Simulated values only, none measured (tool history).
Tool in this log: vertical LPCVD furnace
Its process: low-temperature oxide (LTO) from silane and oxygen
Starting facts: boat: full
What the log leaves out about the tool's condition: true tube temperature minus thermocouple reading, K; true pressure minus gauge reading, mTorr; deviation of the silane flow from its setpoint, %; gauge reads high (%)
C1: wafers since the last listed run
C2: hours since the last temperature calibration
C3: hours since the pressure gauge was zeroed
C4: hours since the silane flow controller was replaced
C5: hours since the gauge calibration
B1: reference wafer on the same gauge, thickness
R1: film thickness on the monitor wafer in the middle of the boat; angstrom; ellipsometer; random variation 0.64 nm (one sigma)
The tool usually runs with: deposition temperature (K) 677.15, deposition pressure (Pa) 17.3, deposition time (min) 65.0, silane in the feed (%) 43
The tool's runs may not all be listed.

run 1 hour=0.0 | deposition_temperature_(K)=677.15 deposition_pressure_(Pa)=17.3 deposition_time_(min)=65.0 silane_in_the_feed_(%)=43 | C1=0 C2=2925.0 C3=1689.2 C4=1809.1 C5=200.9 | B1=468.90 | R1=4347.5
run 2 hour=11.1 | deposition_temperature_(K)=677.15 deposition_pressure_(Pa)=17.3 deposition_time_(min)=65.0 silane_in_the_feed_(%)=43 | C1=136 C2=2936.1 C3=1700.3 C4=1820.2 C5=212.0 | B1=469.12 | R1=4350.4
run 3 hour=32.0 | deposition_temperature_(K)=677.15 deposition_pressure_(Pa)=17.3 deposition_time_(min)=65.0 silane_in_the_feed_(%)=43 | C1=256 C2=2957.0 C3=1721.2 C4=1841.1 C5=232.9 | B1=468.93 | R1=4356.0
run 4 hour=52.1 | deposition_temperature_(K)=677.15 deposition_pressure_(Pa)=17.3 deposition_time_(min)=65.0 silane_in_the_feed_(%)=43 | C1=246 C2=2977.1 C3=1741.3 C4=1861.2 C5=253.0 | B1=469.15 | R1=4374.5
run 5 hour=68.9 | deposition_temperature_(K)=677.15 deposition_pressure_(Pa)=17.3 deposition_time_(min)=65.0 silane_in_the_feed_(%)=43 | C1=206 C2=2993.9 C3=1758.1 C4=1878.0 C5=269.8 | B1=469.10 | R1=4353.5
run 6 hour=81.1 | deposition_temperature_(K)=677.15 deposition_pressure_(Pa)=17.3 deposition_time_(min)=65.0 silane_in_the_feed_(%)=43 | C1=149 C2=3006.1 C3=1770.3 C4=1890.2 C5=282.0 | B1=469.04 | R1=4368.9
-- hour=111.2 gauge calibrated
run 7 hour=113.5 | deposition_temperature_(K)=677.15 deposition_pressure_(Pa)=17.3 deposition_time_(min)=65.0 silane_in_the_feed_(%)=43 | C1=397 C2=3038.5 C3=1802.7 C4=1922.6 C5=2.3 | B1=468.92 | R1=4365.9
-- hour=153.3 pressure gauge zeroed
run 8 hour=153.8 | deposition_temperature_(K)=677.15 deposition_pressure_(Pa)=15.3 deposition_time_(min)=65.0 silane_in_the_feed_(%)=43 | C1=200 C2=3078.8 C3=0.5 C4=1962.9 C5=42.6 | B1=469.05 | R1=3719.1
run 9 hour=159.2 | deposition_temperature_(K)=677.15 deposition_pressure_(Pa)=15.3 deposition_time_(min)=65.0 silane_in_the_feed_(%)=43 | C1=66 C2=3084.2 C3=5.9 C4=1968.3 C5=48.0 | B1=468.89 | R1=3702.0
run 10 hour=164.6 | deposition_temperature_(K)=677.15 deposition_pressure_(Pa)=20.0 deposition_time_(min)=65.0 silane_in_the_feed_(%)=43 | C1=5 C2=3089.6 C3=11.3 C4=1973.7 C5=53.4 | B1=469.08 | R1=4830.0
-- hour=183.7 thermocouples replaced and temperature profile calibrated
run 11 hour=184.2 | deposition_temperature_(K)=677.15 deposition_pressure_(Pa)=17.3 deposition_time_(min)=53.0 silane_in_the_feed_(%)=43 | C1=6 C2=0.5 C3=30.9 C4=1993.3 C5=73.0 | B1=468.91 | R1=3429.3
run 12 hour=189.6 | deposition_temperature_(K)=677.15 deposition_pressure_(Pa)=17.3 deposition_time_(min)=65.0 silane_in_the_feed_(%)=43 | C1=10 C2=5.9 C3=36.3 C4=1998.7 C5=78.4 | B1=468.94 | R1=4195.5
-- hour=209.1 silane flow controller replaced
run 13 hour=209.6 | deposition_temperature_(K)=672.15 deposition_pressure_(Pa)=16.0 deposition_time_(min)=65.0 silane_in_the_feed_(%)=43 | C1=6 C2=25.9 C3=56.3 C4=0.5 C5=98.4 | B1=468.93 | R1=3667.8
run 14 hour=215.0 | deposition_temperature_(K)=669.15 deposition_pressure_(Pa)=17.3 deposition_time_(min)=65.0 silane_in_the_feed_(%)=43 | C1=66 C2=31.3 C3=61.7 C4=5.9 C5=103.8 | B1=468.92 | R1=3853.8
run 15 hour=234.1 | deposition_temperature_(K)=683.15 deposition_pressure_(Pa)=14.0 deposition_time_(min)=55.5 silane_in_the_feed_(%)=40 | C1=234 C2=50.4 C3=80.8 C4=25.0 C5=122.9 | B1=468.92 | R1=2839.5
run 16 hour=255.7 | deposition_temperature_(K)=677.15 deposition_pressure_(Pa)=17.3 deposition_time_(min)=65.0 silane_in_the_feed_(%)=43 | C1=265 C2=72.0 C3=102.4 C4=46.6 C5=144.5 | B1=469.01 | R1=4191.1
run 17 hour=270.5 | deposition_temperature_(K)=677.15 deposition_pressure_(Pa)=18.7 deposition_time_(min)=65.0 silane_in_the_feed_(%)=43 | C1=181 C2=86.8 C3=117.2 C4=61.4 C5=159.3 | B1=468.94 | R1=4515.7
run 18 hour=286.6 | deposition_temperature_(K)=688.15 deposition_pressure_(Pa)=17.3 deposition_time_(min)=65.0 silane_in_the_feed_(%)=43 | C1=197 C2=102.9 C3=133.3 C4=77.5 C5=175.4 | B1=469.11 | R1=4702.9

Here are 3 independent what-if runs from the current tool condition. What would each one return?
run A hour=292.1 | deposition_temperature_(K)=677.15 deposition_pressure_(Pa)=19.3 deposition_time_(min)=65.0 silane_in_the_feed_(%)=43 | C1=67 C2=108.4 C3=138.8 C4=83.0 C5=180.9 | B1=? | R1=?
run B hour=292.1 | deposition_temperature_(K)=677.15 deposition_pressure_(Pa)=17.3 deposition_time_(min)=65.0 silane_in_the_feed_(%)=40 | C1=67 C2=108.4 C3=138.8 C4=83.0 C5=180.9 | B1=? | R1=?
run C hour=292.1 | deposition_temperature_(K)=667.15 deposition_pressure_(Pa)=20.7 deposition_time_(min)=41.0 silane_in_the_feed_(%)=50 | C1=67 C2=108.4 C3=138.8 C4=83.0 C5=180.9 | B1=? | R1=?

run=A B1=469.14 R1=4684.6
run=B B1=469.14 R1=3866.0
run=C B1=469.14 R1=3294.2
Stripped of hidden state, with their random variation kept, the same runs would have yielded:
run=A R1=4734.2
run=B R1=3911.7
run=C R1=3326.8
